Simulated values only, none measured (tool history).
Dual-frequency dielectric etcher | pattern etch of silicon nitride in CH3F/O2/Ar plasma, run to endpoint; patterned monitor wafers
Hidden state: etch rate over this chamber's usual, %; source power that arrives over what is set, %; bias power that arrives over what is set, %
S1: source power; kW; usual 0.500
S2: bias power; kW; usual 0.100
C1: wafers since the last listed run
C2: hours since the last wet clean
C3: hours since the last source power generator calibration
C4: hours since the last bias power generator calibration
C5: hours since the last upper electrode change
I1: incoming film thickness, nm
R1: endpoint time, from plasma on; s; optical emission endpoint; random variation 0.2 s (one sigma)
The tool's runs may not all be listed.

{"run": 1, "hour": 0.0, "S1": 0.54, "S2": 0.12, "C1": 0, "C2": 475.1, "C3": 610.9, "C4": 942.8, "C5": 3038.3, "I1": 19.22, "R1": 20.4}
{"run": 2, "hour": 44.0, "S1": 0.54, "S2": 0.12, "C1": 590, "C2": 519.1, "C3": 654.9, "C4": 986.8, "C5": 3082.3, "I1": 19.06, "R1": 20.0}
{"run": 3, "hour": 101.0, "S1": 0.54, "S2": 0.12, "C1": 764, "C2": 576.1, "C3": 711.9, "C4": 1043.8, "C5": 3139.3, "I1": 19.01, "R1": 20.2}
{"hour": 146.6, "done": "wet clean of the chamber"}
{"run": 4, "hour": 150.8, "S1": 0.44, "S2": 0.1, "C1": 346, "C2": 4.2, "C3": 761.7, "C4": 1093.6, "C5": 3189.1, "I1": 19.04, "R1": 24.1}
{"run": 5, "hour": 186.9, "S1": 0.5, "S2": 0.1, "C1": 484, "C2": 40.3, "C3": 797.8, "C4": 1129.7, "C5": 3225.2, "I1": 19.13, "R1": 23.3}
{"run": 6, "hour": 256.2, "S1": 0.5, "S2": 0.1, "C1": 929, "C2": 109.6, "C3": 867.1, "C4": 1199.0, "C5": 3294.5, "I1": 19.14, "R1": 23.2}
{"run": 7, "hour": 292.3, "S1": 0.5, "S2": 0.1, "C1": 484, "C2": 145.7, "C3": 903.2, "C4": 1235.1, "C5": 3330.6, "I1": 19.08, "R1": 22.9}
{"run": 8, "hour": 374.0, "S1": 0.5, "S2": 0.1, "C1": 1096, "C2": 227.4, "C3": 984.9, "C4": 1316.8, "C5": 3412.3, "I1": 19.08, "R1": 22.7}
{"run": 9, "hour": 462.5, "S1": 0.5, "S2": 0.1, "C1": 1187, "C2": 315.9, "C3": 1073.4, "C4": 1405.3, "C5": 3500.8, "I1": 18.99, "R1": 22.9}
{"run": 10, "hour": 503.6, "S1": 0.41, "S2": 0.1, "C1": 551, "C2": 357.0, "C3": 1114.5, "C4": 1446.4, "C5": 3541.9, "I1": 19.0, "R1": 24.2}
{"run": 11, "hour": 597.3, "S1": 0.41, "S2": 0.1, "C1": 1257, "C2": 450.7, "C3": 1208.2, "C4": 1540.1, "C5": 3635.6, "I1": 19.13, "R1": 23.7}
{"run": 12, "hour": 665.0, "S1": 0.5, "S2": 0.1, "C1": 908, "C2": 518.4, "C3": 1275.9, "C4": 1607.8, "C5": 3703.3, "I1": 19.07, "R1": 22.0}
{"run": 13, "hour": 701.8, "S1": 0.5, "S2": 0.1, "C1": 493, "C2": 555.2, "C3": 1312.7, "C4": 1644.6, "C5": 3740.1, "I1": 19.15, "R1": 22.0}
{"run": 14, "hour": 763.6, "S1": 0.46, "S2": 0.082, "C1": 829, "C2": 617.0, "C3": 1374.5, "C4": 1706.4, "C5": 3801.9, "I1": 18.9, "R1": 24.5}
{"hour": 806.8, "done": "wet clean of the chamber"}
{"run": 15, "hour": 831.9, "S1": 0.46, "S2": 0.082, "C1": 594, "C2": 25.1, "C3": 1442.8, "C4": 1774.7, "C5": 3870.2, "I1": 18.85, "R1": 25.4}
{"run": 16, "hour": 869.2, "S1": 0.46, "S2": 0.082, "C1": 500, "C2": 62.4, "C3": 1480.1, "C4": 1812.0, "C5": 3907.5, "I1": 18.92, "R1": 25.3}
{"run": 17, "hour": 1107.7, "S1": 0.5, "S2": 0.1, "C1": 3200, "C2": 300.9, "C3": 1718.6, "C4": 2050.5, "C5": 4146.0, "I1": 18.95, "R1": 22.4}
{"hour": 1158.8, "done": "bias power generator calibrated"}
{"hour": 1180.9, "done": "source power generator calibrated"}
{"run": 18, "hour": 1212.1, "S1": 0.5, "S2": 0.1, "C1": 1293, "C2": 405.3, "C3": 31.2, "C4": 53.3, "C5": 4250.4, "I1": 19.08, "R1": 22.5}
{"hour": 1254.0, "done": "upper electrode replaced"}
{"run": 19, "hour": 1266.2, "S1": 0.46, "S2": 0.088, "C1": 403, "C2": 459.4, "C3": 85.3, "C4": 107.4, "C5": 12.2, "I1": 18.98, "R1": 23.6}
{"run": 20, "hour": 1354.6, "S1": 0.57, "S2": 0.083, "C1": 1186, "C2": 547.8, "C3": 173.7, "C4": 195.8, "C5": 100.6, "I1": 18.96, "R1": 22.8}
{"hour": 1424.6, "done": "wet clean of the chamber"}
{"run": 21, "hour": 1455.3, "S1": 0.5, "S2": 0.1, "C1": 1029, "C2": 30.7, "C3": 274.4, "C4": 296.5, "C5": 201.3, "I1": 18.88, "R1": 23.0}
{"run": 22, "hour": 1539.9, "S1": 0.42, "S2": 0.087, "C1": 1135, "C2": 115.3, "C3": 359.0, "C4": 381.1, "C5": 285.9, "I1": 19.22, "R1": 25.5}
{"run": 23, "hour": 1608.3, "S1": 0.5, "S2": 0.121, "C1": 917, "C2": 183.7, "C3": 427.4, "C4": 449.5, "C5": 354.3, "I1": 19.01, "R1": 20.8}
{"run": 24, "hour": 1677.4, "S1": 0.54, "S2": 0.12, "C1": 927, "C2": 252.8, "C3": 496.5, "C4": 518.6, "C5": 423.4, "I1": 18.88, "R1": 20.0}
{"run": 25, "hour": 1729.7, "S1": 0.61, "S2": 0.1, "C1": 701, "C2": 305.1, "C3": 548.8, "C4": 570.9, "C5": 475.7, "I1": 18.97, "R1": 21.0}
{"run": 26, "hour": 1787.8, "S1": 0.46, "S2": 0.1, "C1": 779, "C2": 363.2, "C3": 606.9, "C4": 629.0, "C5": 533.8, "I1": 19.14, "R1": 22.8}
{"run": 27, "hour": 1862.4, "S1": 0.45, "S2": 0.086, "C1": 1000, "C2": 437.8, "C3": 681.5, "C4": 703.6, "C5": 608.4, "I1": 18.84, "R1": 24.2}
{"run": 28, "hour": 1911.2, "S1": 0.5, "S2": 0.1, "C1": 654, "C2": 486.6, "C3": 730.3, "C4": 752.4, "C5": 657.2, "I1": 18.87, "R1": 22.0}
{"run": 29, "hour": 1955.4, "S1": 0.45, "S2": 0.121, "C1": 593, "C2": 530.8, "C3": 774.5, "C4": 796.6, "C5": 701.4, "I1": 18.87, "R1": 20.8}
{"run": 30, "hour": 2031.8, "S1": 0.46, "S2": 0.107, "C1": 1025, "C2": 607.2, "C3": 850.9, "C4": 873.0, "C5": 777.8, "I1": 18.97, "R1": 21.9}
{"hour": 2077.2, "done": "wet clean of the chamber"}
{"run": 31, "hour": 2102.4, "S1": 0.5, "S2": 0.1, "C1": 625, "C2": 25.2, "C3": 921.5, "C4": 943.6, "C5": 848.4, "I1": 18.93, "R1": 22.8}
{"run": 32, "hour": 2179.3, "S1": 0.57, "S2": 0.1, "C1": 1031, "C2": 102.1, "C3": 998.4, "C4": 1020.5, "C5": 925.3, "I1": 19.18, "R1": 22.1}

4 ways to go on from here, each from the tool as it stands after run 32. What would each give?
{"run": "A", "hour": 2179.7, "S1": 0.5, "S2": 0.1, "C1": 5, "C2": 102.5, "C3": 998.8, "C4": 1020.9, "C5": 925.7, "I1": 18.91, "R1": "?"}
{"run": "B", "hour": 2179.7, "S1": 0.43, "S2": 0.111, "C1": 5, "C2": 102.5, "C3": 998.8, "C4": 1020.9, "C5": 925.7, "I1": 18.91, "R1": "?"}
{"run": "C", "hour": 2179.7, "S1": 0.5, "S2": 0.083, "C1": 5, "C2": 102.5, "C3": 998.8, "C4": 1020.9, "C5": 925.7, "I1": 18.91, "R1": "?"}
{"run": "D", "hour": 2179.7, "S1": 0.5, "S2": 0.092, "C1": 5, "C2": 102.5, "C3": 998.8, "C4": 1020.9, "C5": 925.7, "I1": 18.91, "R1": "?"}

run=A R1=23.0
run=B R1=23.1
run=C R1=24.8
run=D R1=23.8
Without the tool's hidden state the same runs would have given:
run=A R1=22.9
run=B R1=23.1
run=C R1=24.8
run=D R1=23.8
